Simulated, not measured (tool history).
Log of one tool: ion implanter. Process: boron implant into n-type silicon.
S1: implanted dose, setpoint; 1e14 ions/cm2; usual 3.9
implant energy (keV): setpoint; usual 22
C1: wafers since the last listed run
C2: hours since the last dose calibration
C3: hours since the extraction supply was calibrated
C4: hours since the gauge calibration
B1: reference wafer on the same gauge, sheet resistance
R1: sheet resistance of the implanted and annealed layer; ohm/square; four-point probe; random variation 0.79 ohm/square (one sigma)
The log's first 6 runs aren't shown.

run 7 hour=156.4 | S1=3.51 implant_energy_(keV)=22 | C1=363 C2=2125.8 C3=4434.3 C4=627.1 | B1=253.88 | R1=301.09
run 8 hour=236.9 | S1=3.51 implant_energy_(keV)=22 | C1=1539 C2=2206.3 C3=4514.8 C4=707.6 | B1=254.31 | R1=300.99
run 9 hour=261.1 | S1=3.51 implant_energy_(keV)=22 | C1=462 C2=2230.5 C3=4539 C4=731.8 | B1=253.8 | R1=301.19
run 10 hour=294.9 | S1=3.9 implant_energy_(keV)=22 | C1=646 C2=2264.3 C3=4572.8 C4=765.6 | B1=254.01 | R1=278.54
run 11 hour=321.8 | S1=3.9 implant_energy_(keV)=16.5 | C1=514 C2=2291.2 C3=4599.7 C4=792.5 | B1=254.1 | R1=282.07
-- hour=337.6 Faraday cup replaced and dose calibrated
run 12 hour=354.4 | S1=3.9 implant_energy_(keV)=16.5 | C1=470 C2=16.8 C3=4632.3 C4=825.1 | B1=254.41 | R1=283.49
-- hour=358.2 gauge calibrated
run 13 hour=376.8 | S1=3.9 implant_energy_(keV)=22 | C1=428 C2=39.2 C3=4654.7 C4=18.6 | B1=254.32 | R1=278.45
run 14 hour=400.5 | S1=3.9 implant_energy_(keV)=22 | C1=453 C2=62.9 C3=4678.4 C4=42.3 | B1=253.92 | R1=278.65
run 15 hour=421 | S1=3.9 implant_energy_(keV)=22 | C1=392 C2=83.4 C3=4698.9 C4=62.8 | B1=253.53 | R1=278.57
run 16 hour=437.2 | S1=3.9 implant_energy_(keV)=28 | C1=309 C2=99.6 C3=4715.1 C4=79 | B1=254.03 | R1=272.7
run 17 hour=457.1 | S1=3.45 implant_energy_(keV)=19.5 | C1=380 C2=119.5 C3=4735 C4=98.9 | B1=253.82 | R1=307.24
run 18 hour=476.8 | S1=2.87 implant_energy_(keV)=19 | C1=376 C2=139.2 C3=4754.7 C4=118.6 | B1=253.99 | R1=355.27
run 19 hour=512 | S1=3.9 implant_energy_(keV)=22 | C1=673 C2=174.4 C3=4789.9 C4=153.8 | B1=254.07 | R1=278.84
run 20 hour=542.6 | S1=2.87 implant_energy_(keV)=22 | C1=585 C2=205 C3=4820.5 C4=184.4 | B1=254.07 | R1=351.89
-- hour=582.6 extraction supply calibrated
run 21 hour=583.1 | S1=3.9 implant_energy_(keV)=28.5 | C1=621 C2=245.5 C3=0.5 C4=224.9 | B1=254.12 | R1=272.27
run 22 hour=604.4 | S1=2.85 implant_energy_(keV)=22 | C1=407 C2=266.8 C3=21.8 C4=246.2 | B1=253.78 | R1=354.13
run 23 hour=636.9 | S1=3.31 implant_energy_(keV)=22 | C1=621 C2=299.3 C3=54.3 C4=278.7 | B1=253.91 | R1=316.7
run 24 hour=669 | S1=3.9 implant_energy_(keV)=22 | C1=613 C2=331.4 C3=86.4 C4=310.8 | B1=253.98 | R1=278.42
run 25 hour=694.2 | S1=4.67 implant_energy_(keV)=17 | C1=481 C2=356.6 C3=111.6 C4=336 | B1=253.95 | R1=245.29
run 26 hour=718.1 | S1=3.33 implant_energy_(keV)=22 | C1=457 C2=380.5 C3=135.5 C4=359.9 | B1=253.92 | R1=314.69
run 27 hour=731.4 | S1=3.9 implant_energy_(keV)=14.5 | C1=254 C2=393.8 C3=148.8 C4=373.2 | B1=254.24 | R1=285.38
run 28 hour=766 | S1=3.9 implant_energy_(keV)=22 | C1=661 C2=428.4 C3=183.4 C4=407.8 | B1=253.85 | R1=277.68
run 29 hour=784.1 | S1=3.51 implant_energy_(keV)=15.5 | C1=346 C2=446.5 C3=201.5 C4=425.9 | B1=254.42 | R1=308.52
run 30 hour=810.4 | S1=3.9 implant_energy_(keV)=22 | C1=502 C2=472.8 C3=227.8 C4=452.2 | B1=253.9 | R1=278.02
run 31 hour=844.2 | S1=3.9 implant_energy_(keV)=25.5 | C1=646 C2=506.6 C3=261.6 C4=486 | B1=253.78 | R1=275.61

Forecast each of these 4 alternatives for the next run:
run A hour=844.6 | S1=3.9 implant_energy_(keV)=29.5 | C1=7 C2=507 C3=262 C4=486.4 | B1=? | R1=?
run B hour=844.6 | S1=4.92 implant_energy_(keV)=16 | C1=7 C2=507 C3=262 C4=486.4 | B1=? | R1=?
run C hour=844.6 | S1=4.81 implant_energy_(keV)=15 | C1=7 C2=507 C3=262 C4=486.4 | B1=? | R1=?
run D hour=844.6 | S1=3.61 implant_energy_(keV)=25.5 | C1=7 C2=507 C3=262 C4=486.4 | B1=? | R1=?

run=A B1=253.88 R1=272.56
run=B B1=253.88 R1=235.44
run=C B1=253.88 R1=240.34
run=D B1=253.88 R1=292.03
Without the tool's hidden state the same runs would have given:
run=A R1=272.56
run=B R1=235.44
run=C R1=240.34
run=D R1=292.03
